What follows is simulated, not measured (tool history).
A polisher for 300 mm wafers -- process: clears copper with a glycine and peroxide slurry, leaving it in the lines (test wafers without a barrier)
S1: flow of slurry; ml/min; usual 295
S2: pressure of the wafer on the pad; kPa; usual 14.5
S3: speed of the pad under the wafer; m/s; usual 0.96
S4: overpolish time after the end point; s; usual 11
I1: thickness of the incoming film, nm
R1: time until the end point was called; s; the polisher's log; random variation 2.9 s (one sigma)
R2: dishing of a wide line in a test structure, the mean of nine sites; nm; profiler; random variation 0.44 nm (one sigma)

run,hour,S1,S2,S3,S4,I1,R1,R2
1,0.0,260,14.5,0.96,11,676.2,170.3,27.8
2,55.5,260,14.5,0.96,11,680.6,165.2,29.0
3,121.8,295,14.5,0.96,11,689.4,173.9,28.5
# hour 156.5: slurry nozzle cleaned
4,199.4,295,14.5,1.16,11,678.8,144.8,31.7
# hour 226.4: worn pad replaced by a new one
5,304.2,295,14.5,1.16,11,685.1,142.3,32.6
6,359.6,295,14.5,1.16,11,700.7,148.4,33.1
7,433.2,295,14.5,1.18,11,688.0,139.4,32.2
8,482.3,295,14.5,1.18,11,683.9,140.8,32.7
9,588.5,295,14.5,0.96,11,675.9,159.8,29.4
10,673.8,295,11.7,0.96,11,681.1,186.7,25.6
# hour 690.1: worn pad replaced by a new one
# hour 741.9: head pressure recalibrated
11,760.4,295,11.7,0.96,11,687.6,199.6,23.9
# hour 913.3: slurry nozzle cleaned
12,1031.6,295,14.5,0.96,11,690.6,193.6,26.2
13,1119.1,295,14.5,0.96,11,670.7,182.9,26.1
14,1226.0,295,14.5,0.96,11,681.3,188.5,26.0
# hour 1273.2: worn pad replaced by a new one, repeated, since the last time left the tool worse
15,1304.8,295,14.5,0.96,11,692.9,170.6,29.1
16,1400.2,400,12.4,1.22,4,671.3,149.4,13.0
17,1463.6,295,14.5,0.62,11,685.5,232.5,22.7
18,1530.4,295,14.5,0.96,11,672.2,163.9,28.5
19,1579.1,295,14.5,0.96,7,691.1,169.9,19.7
20,1631.3,295,14.5,0.96,11,678.6,167.2,28.1
21,1681.1,295,14.5,0.96,11,690.3,177.1,28.6
# hour 1780.2: worn pad replaced by a new one
# hour 1815.4: slurry nozzle cleaned
# hour 1844.2: head pressure recalibrated
22,1913.8,365,14.5,0.96,11,682.2,162.5,28.8
23,1974.5,385,11.7,0.84,11,687.4,198.0,24.2
24,2023.3,295,12.4,0.68,11,676.5,229.5,21.8
25,2077.0,295,14.5,0.76,11,692.6,204.0,24.8
26,2133.3,295,14.5,0.72,8,691.6,208.6,18.0
27,2192.7,295,14.5,0.96,11,672.6,169.1,29.4
# hour 2221.4: worn pad replaced by a new one
28,2234.4,295,18.6,1.24,13,689.1,113.9,44.8
29,2326.5,295,14.5,0.96,11,684.0,166.4,29.2
30,2394.3,335,14.5,0.96,11,696.0,162.7,29.3

List, for all runs, the conditions of the tool that the log does not record:
slurry flow missing at the pad, %: 0, the same for each run
deviation of the head's pressure from its setpoint, %: 0, the same for each run
H1: removal rate lost through wear of the pad, %
run,H1
1,3.37
2,3.98
3,4.71
4,5.56
5,0.975
6,1.58
7,2.39
8,2.92
9,4.09
10,5.02
11,10
12,13
13,13.9
14,15.1
15,1.02
16,2.07
17,2.76
18,3.49
19,4.02
20,4.6
21,5.14
22,1.79
23,2.45
24,2.99
25,3.57
26,4.19
27,4.84
28,0.38
29,1.39
30,2.13
